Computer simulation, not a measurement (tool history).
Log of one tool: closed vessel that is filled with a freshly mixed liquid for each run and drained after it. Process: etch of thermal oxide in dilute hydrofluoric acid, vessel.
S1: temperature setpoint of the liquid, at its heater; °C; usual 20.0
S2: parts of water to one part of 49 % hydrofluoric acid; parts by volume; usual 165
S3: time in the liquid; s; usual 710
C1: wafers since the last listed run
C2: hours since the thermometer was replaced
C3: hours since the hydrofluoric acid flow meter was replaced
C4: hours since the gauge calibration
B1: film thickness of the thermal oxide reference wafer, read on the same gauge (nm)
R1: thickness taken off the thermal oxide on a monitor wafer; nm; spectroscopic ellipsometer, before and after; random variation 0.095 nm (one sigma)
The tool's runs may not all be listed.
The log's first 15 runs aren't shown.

| run | hour | S1 | S2 | S3 | C1 | C2 | C3 | C4 | B1 | R1 |
|---|---|---|---|---|---|---|---|---|---|---|
| 16 | 172.4 | 20.0 | 130 | 855 | 863 | 1119.7 | 2140.2 | 52.8 | 70.00 | 29.16 |
| 17 | 184.7 | 24.0 | 85 | 455 | 632 | 1132.0 | 2152.5 | 65.1 | 70.01 | 29.46 |
| 18 | 219.3 | 20.0 | 245 | 710 | 1779 | 1166.6 | 2187.1 | 99.7 | 70.00 | 11.57 |
| 19 | 228.9 | 20.0 | 135 | 710 | 493 | 1176.2 | 2196.7 | 109.3 | 69.98 | 23.30 |
|  | 236.3 | thermometer replaced |
| 20 | 239.9 | 20.0 | 165 | 710 | 514 | 3.6 | 2207.7 | 120.3 | 70.00 | 19.77 |
|  | 247.1 | hydrofluoric acid flow meter replaced |
| 21 | 251.7 | 17.0 | 105 | 710 | 555 | 15.4 | 4.6 | 132.1 | 70.00 | 25.61 |
| 22 | 265.9 | 20.0 | 165 | 510 | 730 | 29.6 | 18.8 | 146.3 | 70.01 | 12.44 |
| 23 | 281.3 | 20.0 | 195 | 835 | 791 | 45.0 | 34.2 | 161.7 | 70.00 | 16.53 |
| 24 | 298.1 | 17.0 | 210 | 430 | 863 | 61.8 | 51.0 | 178.5 | 69.99 | 7.07 |
| 25 | 304.8 | 20.0 | 165 | 710 | 344 | 68.5 | 57.7 | 185.2 | 69.98 | 17.35 |
| 26 | 312.9 | 17.0 | 135 | 520 | 416 | 76.6 | 65.8 | 193.3 | 70.00 | 14.00 |
| 27 | 322.5 | 20.0 | 165 | 710 | 493 | 86.2 | 75.4 | 202.9 | 69.99 | 17.17 |
| 28 | 336.0 | 20.0 | 125 | 710 | 694 | 99.7 | 88.9 | 216.4 | 70.00 | 23.71 |
| 29 | 349.3 | 20.0 | 165 | 825 | 683 | 113.0 | 102.2 | 229.7 | 70.01 | 20.29 |
| 30 | 363.9 | 17.0 | 90 | 515 | 750 | 127.6 | 116.8 | 244.3 | 69.98 | 21.87 |
| 31 | 381.6 | 17.5 | 165 | 1090 | 910 | 145.3 | 134.5 | 262.0 | 70.00 | 23.90 |
| 32 | 396.0 | 20.0 | 230 | 710 | 740 | 159.7 | 148.9 | 276.4 | 69.99 | 11.49 |
| 33 | 409.3 | 20.0 | 165 | 710 | 683 | 173.0 | 162.2 | 289.7 | 70.00 | 17.14 |
| 34 | 424.0 | 20.0 | 210 | 710 | 755 | 187.7 | 176.9 | 304.4 | 70.01 | 13.01 |

Forecast each of these 4 alternatives for the next run:
| A | 424.8 | 20.0 | 165 | 710 | 41 | 188.5 | 177.7 | 305.2 | ? | ? |
| B | 424.8 | 20.0 | 100 | 1005 | 41 | 188.5 | 177.7 | 305.2 | ? | ? |
| C | 424.8 | 17.0 | 165 | 340 | 41 | 188.5 | 177.7 | 305.2 | ? | ? |
| D | 424.8 | 24.0 | 165 | 710 | 41 | 188.5 | 177.7 | 305.2 | ? | ? |

| run | B1 | R1 |
|---|---|---|
| A | 69.98 | 17.26 |
| B | 69.98 | 43.14 |
| C | 69.98 | 7.33 |
| D | 69.98 | 20.16 |
Without the tool's hidden state the same runs would have given:
| run | R1 |
|---|---|
| A | 17.24 |
| B | 43.15 |
| C | 7.32 |
| D | 20.12 |

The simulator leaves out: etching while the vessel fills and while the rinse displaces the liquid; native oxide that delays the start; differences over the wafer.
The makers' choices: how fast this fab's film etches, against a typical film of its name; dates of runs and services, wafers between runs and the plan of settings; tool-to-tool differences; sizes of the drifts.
